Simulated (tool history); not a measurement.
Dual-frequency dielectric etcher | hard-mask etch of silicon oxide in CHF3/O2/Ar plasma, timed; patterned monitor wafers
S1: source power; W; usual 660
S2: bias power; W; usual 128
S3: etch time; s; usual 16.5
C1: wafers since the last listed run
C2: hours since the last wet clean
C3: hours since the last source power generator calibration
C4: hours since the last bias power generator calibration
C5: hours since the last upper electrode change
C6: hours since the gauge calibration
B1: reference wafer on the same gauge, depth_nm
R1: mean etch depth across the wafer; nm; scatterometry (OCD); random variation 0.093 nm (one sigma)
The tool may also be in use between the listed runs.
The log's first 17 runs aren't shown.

run 18 hour=814.4 | S1=660 S2=128 S3=16.5 | C1=291 C2=224.9 C3=146.7 C4=370.4 C5=200.7 C6=271.2 | B1=32.19 | R1=32.83
run 19 hour=866.8 | S1=660 S2=128 S3=16.5 | C1=608 C2=277.3 C3=199.1 C4=422.8 C5=253.1 C6=323.6 | B1=32.22 | R1=32.59
run 20 hour=900.6 | S1=660 S2=128 S3=16.5 | C1=392 C2=311.1 C3=232.9 C4=456.6 C5=286.9 C6=357.4 | B1=32.18 | R1=32.68
run 21 hour=928.9 | S1=660 S2=128 S3=16.5 | C1=328 C2=339.4 C3=261.2 C4=484.9 C5=315.2 C6=385.7 | B1=32.21 | R1=32.54
run 22 hour=984.2 | S1=660 S2=128 S3=16.5 | C1=642 C2=394.7 C3=316.5 C4=540.2 C5=370.5 C6=441.0 | B1=32.21 | R1=32.24
run 23 hour=1037.8 | S1=660 S2=128 S3=16.5 | C1=622 C2=448.3 C3=370.1 C4=593.8 C5=424.1 C6=494.6 | B1=32.21 | R1=32.40
run 24 hour=1106.8 | S1=550 S2=96 S3=19.5 | C1=801 C2=517.3 C3=439.1 C4=662.8 C5=493.1 C6=563.6 | B1=32.20 | R1=29.16
run 25 hour=1170.3 | S1=710 S2=128 S3=16.5 | C1=737 C2=580.8 C3=502.6 C4=726.3 C5=556.6 C6=627.1 | B1=32.21 | R1=33.34
run 26 hour=1213.5 | S1=660 S2=108 S3=16.5 | C1=501 C2=624.0 C3=545.8 C4=769.5 C5=599.8 C6=670.3 | B1=32.20 | R1=29.25
-- hour=1261.7 wet clean of the chamber
run 27 hour=1262.2 | S1=660 S2=109 S3=18.0 | C1=286 C2=0.5 C3=594.5 C4=818.2 C5=648.5 C6=719.0 | B1=32.20 | R1=33.20
run 28 hour=1288.5 | S1=580 S2=138 S3=16.5 | C1=305 C2=26.8 C3=620.8 C4=844.5 C5=674.8 C6=745.3 | B1=32.18 | R1=32.07
run 29 hour=1319.5 | S1=760 S2=102 S3=13.0 | C1=359 C2=57.8 C3=651.8 C4=875.5 C5=705.8 C6=776.3 | B1=32.18 | R1=24.86
run 30 hour=1364.3 | S1=660 S2=128 S3=16.5 | C1=520 C2=102.6 C3=696.6 C4=920.3 C5=750.6 C6=821.1 | B1=32.22 | R1=33.13

Forecast each of these 4 alternatives for the next run:
run A hour=1364.7 | S1=530 S2=128 S3=16.5 | C1=4 C2=103.0 C3=697.0 C4=920.7 C5=751.0 C6=821.5 | B1=? | R1=?
run B hour=1364.7 | S1=810 S2=128 S3=14.0 | C1=4 C2=103.0 C3=697.0 C4=920.7 C5=751.0 C6=821.5 | B1=? | R1=?
run C hour=1364.7 | S1=790 S2=128 S3=16.5 | C1=4 C2=103.0 C3=697.0 C4=920.7 C5=751.0 C6=821.5 | B1=? | R1=?
run D hour=1364.7 | S1=730 S2=102 S3=16.5 | C1=4 C2=103.0 C3=697.0 C4=920.7 C5=751.0 C6=821.5 | B1=? | R1=?

run=A B1=32.18 R1=28.93
run=B B1=32.18 R1=31.17
run=C B1=32.18 R1=36.26
run=D B1=32.18 R1=30.71
Without the tool's hidden state the same runs would have given:
run=A R1=29.17
run=B R1=31.42
run=C R1=36.55
run=D R1=30.96

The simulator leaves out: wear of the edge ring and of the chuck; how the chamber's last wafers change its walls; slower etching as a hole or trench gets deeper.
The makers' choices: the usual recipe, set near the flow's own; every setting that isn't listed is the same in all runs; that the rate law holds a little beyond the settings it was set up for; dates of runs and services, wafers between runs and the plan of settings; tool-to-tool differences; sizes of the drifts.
